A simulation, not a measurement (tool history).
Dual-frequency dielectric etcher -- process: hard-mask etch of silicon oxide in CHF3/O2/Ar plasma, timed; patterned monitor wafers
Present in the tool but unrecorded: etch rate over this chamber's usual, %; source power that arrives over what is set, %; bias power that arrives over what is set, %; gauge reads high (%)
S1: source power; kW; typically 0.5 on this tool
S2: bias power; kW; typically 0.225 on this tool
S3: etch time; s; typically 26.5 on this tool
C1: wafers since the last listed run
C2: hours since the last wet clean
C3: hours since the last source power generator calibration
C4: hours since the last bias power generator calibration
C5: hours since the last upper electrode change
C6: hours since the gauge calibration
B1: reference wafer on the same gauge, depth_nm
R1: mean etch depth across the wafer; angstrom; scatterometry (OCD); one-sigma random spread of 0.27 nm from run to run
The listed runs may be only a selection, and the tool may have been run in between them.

run    hour    S1     S2    S3    C1     C2      C3      C4      C5      C6    B1   R1
  1       0   0.5  0.225  26.5     0   33.5     870  3576.2  3870.7   771.3  40.9  480
  2      37   0.5  0.225  26.5   819   70.5     907  3613.2  3907.7   808.3  40.9  478
  3   104.5   0.5  0.225  26.5  1495    138   974.5  3680.7  3975.2   875.8  40.8  474
  4   153.6   0.5  0.225  32.5  1087  187.1  1023.6  3729.8  4024.3   924.9  40.8  588
  5   256.6  0.56  0.225  26.5  2281  290.1  1126.6  3832.8  4127.3  1027.9  40.6  497
  6   326.5  0.56  0.225  26.5  1548    360  1196.5  3902.7  4197.2  1097.8  40.6  492
      404.3  -- wet clean of the chamber
  7   474.7  0.56  0.225  26.5  2751   70.4  1344.7  4050.9  4345.4    1246  40.3  486
  8   543.2  0.55  0.225  26.5  1517  138.9  1413.2  4119.4  4413.9  1314.5  40.3  484
  9   597.5   0.5  0.225    22  1202  193.2  1467.5  4173.7  4468.2  1368.8  40.2  391
 10   640.5   0.5  0.225    22   952  236.2  1510.5  4216.7  4511.2  1411.8  40.1  392
 11   715.4   0.5  0.225    22  1659  311.1  1585.4  4291.6  4586.1  1486.7    40  391
      810.3  -- wet clean of the chamber
 12   823.3   0.5  0.225  26.5  1858     13  1693.3  4399.5    4694  1594.6  39.8  467
 13   860.6   0.5  0.225  26.5   826   50.3  1730.6  4436.8  4731.3  1631.9  39.8  464
      886.3  -- upper electrode replaced
 14     905   0.5  0.225  26.5   451   94.7    1775  4481.2    18.7  1676.3  39.6  465
 15   990.6   0.5  0.251    30  1896  180.3  1860.6  4566.8   104.3  1761.9  39.5  557
       1004  -- gauge calibrated
 16  1051.2   0.5   0.24    30  1342  240.9  1921.2  4627.4   164.9    47.2  41.4  564
 17  1158.3   0.5  0.225  26.5  2372    348  2028.3  4734.5     272   154.3  41.4  491
     1218.3  -- wet clean of the chamber
     1259.2  -- bias power generator calibrated
 18  1259.7  0.41  0.225  26.5  1626   41.4  2129.7     0.5   373.4   255.7  41.4  465
 19  1295.6  0.61  0.259    24   795   77.3  2165.6    36.4   409.3   291.6  41.3  494
 20    1338  0.54  0.225    33   939  119.7    2208    78.8   451.7     334  41.3  615
 21  1403.3   0.5  0.225  26.5  1446    185  2273.3   144.1     517   399.3  41.3  483
 22  1455.9  0.58  0.191  23.5  1165  237.6  2325.9   196.7   569.6   451.9  41.2  415
 23  1517.7  0.57  0.189  26.5  1369  299.4  2387.7   258.5   631.4   513.7  41.3  465
     1560.7  -- source power generator calibrated
     1629.7  -- wet clean of the chamber
 24  1693.1   0.6  0.225  26.5  3265   63.4   132.4   433.9   806.8   689.1  41.2  515
 25  1778.9  0.61  0.259    24  1900  149.2   218.2   519.7   892.6   774.9    41  492
 26  1845.4  0.44  0.271  32.5  1473  215.7   284.7   586.2   959.1   841.4  40.9  622
 27  1922.5  0.46  0.194  31.5  1708  292.8   361.8   663.3  1036.2   918.5  40.9  528
 28  1992.2  0.39  0.225  26.5  1544  362.5   431.5     733  1105.9   988.2  40.8  449
 29  2041.6  0.57  0.206    22  1094  411.9   480.9   782.4  1155.3  1037.6  40.7  397
     2102.4  -- wet clean of the chamber
 30  2141.9  0.44   0.18  26.5  1690   39.5   581.2   882.7  1255.6  1137.9  40.7  412

What if the next run were any one of these 3? Each begins from the tool's condition after run 30:
  A  2142.3   0.5  0.225  33.5   8  39.9  581.6  883.1  1256  1138.3   ?   ?
  B  2142.3  0.55  0.209    21   8  39.9  581.6  883.1  1256  1138.3   ?   ?
  C  2142.3   0.4  0.202  23.5   8  39.9  581.6  883.1  1256  1138.3   ?   ?

run    B1   R1
  A  40.7  606
  B  40.7  377
  C  40.7  382
With no hidden state in the tool, these same runs would have given:
run   R1
  A  614
  B  382
  C  387

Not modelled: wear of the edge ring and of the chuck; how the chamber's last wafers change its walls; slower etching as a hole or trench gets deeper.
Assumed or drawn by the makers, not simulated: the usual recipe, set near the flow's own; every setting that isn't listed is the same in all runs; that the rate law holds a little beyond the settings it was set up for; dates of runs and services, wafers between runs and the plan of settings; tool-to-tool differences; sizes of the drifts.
